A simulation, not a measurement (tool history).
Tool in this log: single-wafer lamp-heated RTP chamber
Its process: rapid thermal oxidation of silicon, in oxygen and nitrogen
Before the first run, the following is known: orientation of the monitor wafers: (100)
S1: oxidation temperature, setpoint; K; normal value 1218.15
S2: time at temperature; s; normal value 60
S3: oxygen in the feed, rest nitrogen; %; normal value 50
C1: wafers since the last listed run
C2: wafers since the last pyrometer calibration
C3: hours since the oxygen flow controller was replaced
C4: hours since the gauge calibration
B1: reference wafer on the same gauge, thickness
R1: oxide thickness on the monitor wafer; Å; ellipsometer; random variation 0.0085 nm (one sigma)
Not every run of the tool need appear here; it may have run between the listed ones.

{"run": 1, "hour": 0.0, "S1": 1218.15, "S2": 60, "S3": 31, "C1": 0, "C2": 425, "C3": 3436.3, "C4": 650.2, "B1": 2.9, "R1": 26.6}
{"run": 2, "hour": 32.0, "S1": 1218.15, "S2": 60, "S3": 31, "C1": 441, "C2": 866, "C3": 3468.3, "C4": 682.2, "B1": 2.9, "R1": 26.67}
{"run": 3, "hour": 77.1, "S1": 1218.15, "S2": 60, "S3": 31, "C1": 621, "C2": 1488, "C3": 3513.4, "C4": 727.3, "B1": 2.899, "R1": 26.72}
{"run": 4, "hour": 109.2, "S1": 1218.15, "S2": 38, "S3": 56, "C1": 442, "C2": 1930, "C3": 3545.5, "C4": 759.4, "B1": 2.9, "R1": 26.28}
{"run": 5, "hour": 134.8, "S1": 1218.15, "S2": 38, "S3": 56, "C1": 352, "C2": 2283, "C3": 3571.1, "C4": 785, "B1": 2.901, "R1": 26.53}
{"run": 6, "hour": 192.4, "S1": 1218.15, "S2": 38, "S3": 56, "C1": 794, "C2": 3077, "C3": 3628.7, "C4": 842.6, "B1": 2.901, "R1": 26.5}
{"hour": 264.9, "done": "pyrometer window cleaned and pyrometer calibrated"}
{"run": 7, "hour": 265.4, "S1": 1218.15, "S2": 60, "S3": 50, "C1": 896, "C2": 6, "C3": 3701.7, "C4": 915.6, "B1": 2.903, "R1": 30.74}
{"run": 8, "hour": 320.9, "S1": 1218.15, "S2": 60, "S3": 50, "C1": 765, "C2": 771, "C3": 3757.2, "C4": 971.1, "B1": 2.898, "R1": 30.71}
{"run": 9, "hour": 373.1, "S1": 1218.15, "S2": 60, "S3": 50, "C1": 719, "C2": 1491, "C3": 3809.4, "C4": 1023.3, "B1": 2.9, "R1": 30.79}
{"run": 10, "hour": 408.2, "S1": 1227.15, "S2": 60, "S3": 50, "C1": 483, "C2": 1975, "C3": 3844.5, "C4": 1058.4, "B1": 2.9, "R1": 32.46}
{"hour": 435.8, "done": "pyrometer window cleaned and pyrometer calibrated, repeated, since the last time left the tool worse"}
{"run": 11, "hour": 451.9, "S1": 1227.15, "S2": 60, "S3": 50, "C1": 492, "C2": 222, "C3": 3888.2, "C4": 1102.1, "B1": 2.903, "R1": 31.13}
{"run": 12, "hour": 484.3, "S1": 1218.15, "S2": 60, "S3": 50, "C1": 446, "C2": 669, "C3": 3920.6, "C4": 1134.5, "B1": 2.896, "R1": 29.5}
{"run": 13, "hour": 529.0, "S1": 1218.15, "S2": 60, "S3": 50, "C1": 616, "C2": 1285, "C3": 3965.3, "C4": 1179.2, "B1": 2.901, "R1": 29.55}
{"run": 14, "hour": 572.6, "S1": 1198.15, "S2": 60, "S3": 50, "C1": 601, "C2": 1886, "C3": 4008.9, "C4": 1222.8, "B1": 2.898, "R1": 26.58}
{"run": 15, "hour": 636.7, "S1": 1230.15, "S2": 79, "S3": 67, "C1": 883, "C2": 2770, "C3": 4073, "C4": 1286.9, "B1": 2.9, "R1": 38.77}
{"run": 16, "hour": 672.8, "S1": 1218.15, "S2": 60, "S3": 27, "C1": 497, "C2": 3268, "C3": 4109.1, "C4": 1323, "B1": 2.903, "R1": 26.2}
{"hour": 711.5, "done": "pyrometer window cleaned and pyrometer calibrated"}
{"run": 17, "hour": 718.1, "S1": 1229.15, "S2": 69, "S3": 77, "C1": 514, "C2": 90, "C3": 4154.4, "C4": 1368.3, "B1": 2.901, "R1": 37.76}
{"hour": 759.0, "done": "gauge calibrated"}
{"run": 18, "hour": 781.4, "S1": 1218.15, "S2": 32, "S3": 50, "C1": 872, "C2": 963, "C3": 4217.7, "C4": 22.4, "B1": 2.901, "R1": 24.56}
{"run": 19, "hour": 847.7, "S1": 1235.15, "S2": 77, "S3": 50, "C1": 914, "C2": 1877, "C3": 4284, "C4": 88.7, "B1": 2.897, "R1": 36.11}
{"hour": 901.7, "done": "oxygen flow controller replaced"}
{"run": 20, "hour": 917.6, "S1": 1231.15, "S2": 60, "S3": 60, "C1": 853, "C2": 2730, "C3": 15.9, "C4": 158.6, "B1": 2.897, "R1": 33.91}
{"hour": 951.7, "done": "pyrometer window cleaned and pyrometer calibrated"}
{"run": 21, "hour": 952.2, "S1": 1202.15, "S2": 75, "S3": 21, "C1": 366, "C2": 6, "C3": 50.5, "C4": 193.2, "B1": 2.903, "R1": 24.75}
{"run": 22, "hour": 1062.8, "S1": 1218.15, "S2": 60, "S3": 50, "C1": 1524, "C2": 1531, "C3": 161.1, "C4": 303.8, "B1": 2.899, "R1": 29.56}
{"run": 23, "hour": 1087.1, "S1": 1218.15, "S2": 60, "S3": 50, "C1": 335, "C2": 1866, "C3": 185.4, "C4": 328.1, "B1": 2.902, "R1": 29.71}
{"run": 24, "hour": 1156.6, "S1": 1218.15, "S2": 38, "S3": 56, "C1": 958, "C2": 2824, "C3": 254.9, "C4": 397.6, "B1": 2.899, "R1": 26.58}
{"hour": 1184.6, "done": "pyrometer window cleaned and pyrometer calibrated"}
{"run": 25, "hour": 1216.0, "S1": 1210.15, "S2": 52, "S3": 50, "C1": 708, "C2": 433, "C3": 314.3, "C4": 457, "B1": 2.9, "R1": 27}
{"run": 26, "hour": 1240.3, "S1": 1228.15, "S2": 40, "S3": 50, "C1": 335, "C2": 768, "C3": 338.6, "C4": 481.3, "B1": 2.901, "R1": 27.32}
{"run": 27, "hour": 1298.9, "S1": 1218.15, "S2": 60, "S3": 71, "C1": 807, "C2": 1576, "C3": 397.2, "C4": 539.9, "B1": 2.897, "R1": 32.47}

Forecast each of these 5 alternatives for the next run:
{"run": "A", "hour": 1299.3, "S1": 1195.15, "S2": 60, "S3": 50, "C1": 5, "C2": 1581, "C3": 397.6, "C4": 540.3, "B1": "?", "R1": "?"}
{"run": "B", "hour": 1299.3, "S1": 1208.15, "S2": 79, "S3": 72, "C1": 5, "C2": 1581, "C3": 397.6, "C4": 540.3, "B1": "?", "R1": "?"}
{"run": "C", "hour": 1299.3, "S1": 1227.15, "S2": 51, "S3": 50, "C1": 5, "C2": 1581, "C3": 397.6, "C4": 540.3, "B1": "?", "R1": "?"}
{"run": "D", "hour": 1299.3, "S1": 1232.15, "S2": 77, "S3": 32, "C1": 5, "C2": 1581, "C3": 397.6, "C4": 540.3, "B1": "?", "R1": "?"}
{"run": "E", "hour": 1299.3, "S1": 1218.15, "S2": 80, "S3": 50, "C1": 5, "C2": 1581, "C3": 397.6, "C4": 540.3, "B1": "?", "R1": "?"}

run=A B1=2.904 R1=26.28
run=B B1=2.904 R1=33.78
run=C B1=2.904 R1=29.47
run=D B1=2.904 R1=31.24
run=E B1=2.904 R1=32.73
The same runs, with their run-to-run variation unchanged, on a tool lacking any hidden condition would have given:
run=A R1=26.19
run=B R1=33.61
run=C R1=29.35
run=D R1=31.11
run=E R1=32.58
